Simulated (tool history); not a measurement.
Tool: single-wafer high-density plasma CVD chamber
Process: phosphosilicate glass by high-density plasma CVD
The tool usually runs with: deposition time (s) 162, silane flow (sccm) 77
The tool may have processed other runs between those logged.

run	day	deposition time (s)	silane flow (sccm)	read-back reference wafer on the same gauge, thickness_nm	mean film thickness on the monitor wafer (Å)
1	0	139	77	1349.854	10775.8
2	2.333	162	77	1351.296	12617.28
3	4.221	162	77	1348.419	12595.45
4	5.858	162	77	1347.171	12620.06
5	7.933	162	77	1347.519	12587.83
6	9.533	153	70	1349.343	10749.44
7	12.308	155	82	1348.295	12845.89
8	16.817	162	77	1348.778	12600.67
9	19.196	162	77	1348.416	12568.07
10	21.533	162	77	1349.592	12437
11	23	162	77	1347.224	12510.05
12	24.392	162	77	1351.045	12580.4
13	30.675	162	86	1347.236	13945.74
14	33.467	162	86	1346.521	14008.3
15	34.967	181	77	1346.585	14009.79
16	36.596	171	77	1348.141	13319.09
17	38.892	162	77	1344.995	12600.59
# day 39.312: gauge calibrated
18	41.483	162	77	1404.902	12982.68
19	42.6	162	77	1402.557	12960.92
20	44.967	162	77	1399.197	13023.43
21	47.529	143	69	1393.155	10275.43
22	53.312	135	89	1389.845	12393.89
23	60.921	179	67	1382.971	12307.85
24	62.504	162	77	1384.965	12822.46
25	63.692	136	70	1381.296	9744.54
# day 64.775: silane flow controller replaced
26	66.358	162	77	1375.893	12832.87
27	68.146	153	77	1376.486	12032.01
28	70.262	153	77	1377.343	11952.02
29	72.925	162	72	1373.988	12001.85
30	74.708	153	66	1373.43	10330.44
31	76.888	162	77	1373.953	12752.58
32	79.333	188	81	1371.029	15586.98
33	81.362	162	77	1371.587	12727.77
34	83.779	186	67	1373.804	12630.97
35	85.833	131	69	1371.801	9265
36	86.925	153	65	1366.506	10115.83

Branching from run 36: 4 alternative next runs. What would each branch give?
A	86.942	162	91	?	?
B	86.942	142	85	?	?
C	86.942	181	63	?	?
D	86.942	181	85	?	?

run	read-back reference wafer on the same gauge, thickness_nm	mean film thickness on the monitor wafer (Å)
A	1368.148	15143.98
B	1368.148	12399.12
C	1368.148	11713.93
D	1368.148	15804.51
Stripped of hidden state, with their random variation kept, the same runs would have yielded:
run	mean film thickness on the monitor wafer (Å)
A	15488.68
B	12681.34
C	11980.56
D	16164.24

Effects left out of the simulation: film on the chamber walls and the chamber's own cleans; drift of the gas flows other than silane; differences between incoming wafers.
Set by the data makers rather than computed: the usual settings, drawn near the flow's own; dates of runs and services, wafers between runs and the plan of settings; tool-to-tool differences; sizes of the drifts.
